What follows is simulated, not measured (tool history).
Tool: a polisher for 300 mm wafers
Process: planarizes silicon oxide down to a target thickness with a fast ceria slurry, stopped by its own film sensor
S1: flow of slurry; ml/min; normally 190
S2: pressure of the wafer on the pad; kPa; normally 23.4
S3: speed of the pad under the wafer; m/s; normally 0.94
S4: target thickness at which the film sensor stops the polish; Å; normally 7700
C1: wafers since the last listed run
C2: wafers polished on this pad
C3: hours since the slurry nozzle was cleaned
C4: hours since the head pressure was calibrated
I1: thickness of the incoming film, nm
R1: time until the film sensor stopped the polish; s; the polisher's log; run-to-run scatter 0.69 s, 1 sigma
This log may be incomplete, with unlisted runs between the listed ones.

run 1 hour=0.0 | S1=190 S2=23.4 S3=1.16 S4=7700 | C1=0 C2=1032 C3=343.3 C4=197.5 | I1=1784.6 | R1=44.8
run 2 hour=47.0 | S1=190 S2=23.4 S3=1.16 S4=7700 | C1=537 C2=1570 C3=390.3 C4=244.5 | I1=1795.3 | R1=46.0
run 3 hour=151.9 | S1=190 S2=23.4 S3=1.16 S4=7700 | C1=1200 C2=2770 C3=495.2 C4=349.4 | I1=1764.6 | R1=46.3
-- hour=153.9 slurry nozzle cleaned
-- hour=202.2 worn pad replaced by a new one
run 4 hour=233.0 | S1=190 S2=23.4 S3=0.94 S4=7700 | C1=870 C2=352 C3=79.1 C4=430.5 | I1=1763.6 | R1=50.4
run 5 hour=282.6 | S1=190 S2=23.4 S3=0.94 S4=7700 | C1=567 C2=919 C3=128.7 C4=480.1 | I1=1799.2 | R1=54.8
run 6 hour=389.7 | S1=190 S2=23.4 S3=0.94 S4=7700 | C1=1225 C2=2145 C3=235.8 C4=587.2 | I1=1786.2 | R1=55.9
run 7 hour=479.3 | S1=190 S2=23.4 S3=0.94 S4=7700 | C1=1025 C2=3170 C3=325.4 C4=676.8 | I1=1766.2 | R1=56.8
-- hour=512.2 worn pad replaced by a new one
-- hour=515.9 head pressure recalibrated
run 8 hour=535.2 | S1=190 S2=23.4 S3=0.94 S4=7700 | C1=570 C2=240 C3=381.3 C4=19.3 | I1=1805.9 | R1=55.8
run 9 hour=627.2 | S1=190 S2=23.4 S3=0.94 S4=7700 | C1=1052 C2=1292 C3=473.3 C4=111.3 | I1=1793.3 | R1=56.9
-- hour=630.9 slurry nozzle cleaned
run 10 hour=664.1 | S1=190 S2=29.6 S3=0.94 S4=7700 | C1=410 C2=1703 C3=33.2 C4=148.2 | I1=1763.6 | R1=41.0
run 11 hour=707.2 | S1=190 S2=23.4 S3=1.16 S4=7700 | C1=493 C2=2196 C3=76.3 C4=191.3 | I1=1796.2 | R1=46.4
run 12 hour=785.1 | S1=190 S2=20.7 S3=1.26 S4=9650 | C1=891 C2=3088 C3=154.2 C4=269.2 | I1=1753.3 | R1=38.5
-- hour=807.2 worn pad replaced by a new one
run 13 hour=878.9 | S1=190 S2=23.4 S3=0.94 S4=5230 | C1=1027 C2=820 C3=248.0 C4=363.0 | I1=1826.4 | R1=69.7
run 14 hour=926.8 | S1=205 S2=23.4 S3=0.94 S4=7700 | C1=548 C2=1368 C3=295.9 C4=410.9 | I1=1802.4 | R1=54.0
run 15 hour=1004.2 | S1=190 S2=23.4 S3=0.94 S4=7700 | C1=885 C2=2254 C3=373.3 C4=488.3 | I1=1795.2 | R1=56.5
-- hour=1049.0 worn pad replaced by a new one
run 16 hour=1064.3 | S1=190 S2=23.4 S3=0.94 S4=7700 | C1=641 C2=174 C3=433.4 C4=548.4 | I1=1784.9 | R1=53.0
-- hour=1080.0 slurry nozzle cleaned
run 17 hour=1144.6 | S1=190 S2=23.4 S3=0.94 S4=7700 | C1=907 C2=1082 C3=64.6 C4=628.7 | I1=1808.4 | R1=53.8
-- hour=1187.7 head pressure recalibrated
run 18 hour=1218.5 | S1=190 S2=23.4 S3=0.94 S4=4960 | C1=822 C2=1904 C3=138.5 C4=30.8 | I1=1776.1 | R1=68.1
-- hour=1305.8 worn pad replaced by a new one
run 19 hour=1306.3 | S1=165 S2=28.3 S3=0.94 S4=10560 | C1=958 C2=6 C3=226.3 C4=118.6 | I1=1793.2 | R1=32.5
run 20 hour=1379.4 | S1=190 S2=23.4 S3=0.66 S4=5110 | C1=836 C2=842 C3=299.4 C4=191.7 | I1=1818.5 | R1=94.5

For each entry between runs, how does the tool's hidden state at the last listed run before it compare with that at the first listed run after it?
In the gap between runs 3 and 4: slurry nozzle cleaned (hour 153.9); worn pad replaced by a new one (hour 202.2)
  removal rate lost through wear of the pad, %: 8.67 -> 2.37; slurry flow missing at the pad, %: 41.8 -> 19.7
  measured minus no-state result, R1: +6.9 -> +2.5 s
In the gap between runs 7 and 8: worn pad replaced by a new one (hour 512.2); head pressure recalibrated (hour 515.9)
  removal rate lost through wear of the pad, %: 10.9 -> 2.41; slurry flow missing at the pad, %: 39.6 -> 41.1
  measured minus no-state result, R1: +9.4 -> +5.0 s
In the gap between runs 9 and 10: slurry nozzle cleaned (hour 630.9)
  removal rate lost through wear of the pad, %: 5.6 -> 6.87; slurry flow missing at the pad, %: 42.6 -> 9.12
  measured minus no-state result, R1: +6.9 -> +3.3 s
In the gap between runs 12 and 13: worn pad replaced by a new one (hour 807.2)
  removal rate lost through wear of the pad, %: 11.1 -> 3.6; slurry flow missing at the pad, %: 27.9 -> 34.9
  measured minus no-state result, R1: +5.6 -> +6.1 s
In the gap between runs 15 and 16: worn pad replaced by a new one (hour 1049.0)
  removal rate lost through wear of the pad, %: 7.94 -> 1.55; slurry flow missing at the pad, %: 39.4 -> 40.5
  measured minus no-state result, R1: +7.7 -> +4.1 s
In the gap between runs 16 and 17: slurry nozzle cleaned (hour 1080.0)
  removal rate lost through wear of the pad, %: 1.55 -> 4.34; slurry flow missing at the pad, %: 40.5 -> 18.8
  measured minus no-state result, R1: +4.1 -> +3.6 s
In the gap between runs 17 and 18: head pressure recalibrated (hour 1187.7)
  removal rate lost through wear of the pad, %: 4.34 -> 6.9; slurry flow missing at the pad, %: 18.8 -> 29.5
  measured minus no-state result, R1: +3.6 -> +7.4 s
In the gap between runs 18 and 19: worn pad replaced by a new one (hour 1305.8)
  removal rate lost through wear of the pad, %: 6.9 -> 1.07; slurry flow missing at the pad, %: 29.5 -> 36.9
  measured minus no-state result, R1: +7.4 -> +2.4 s
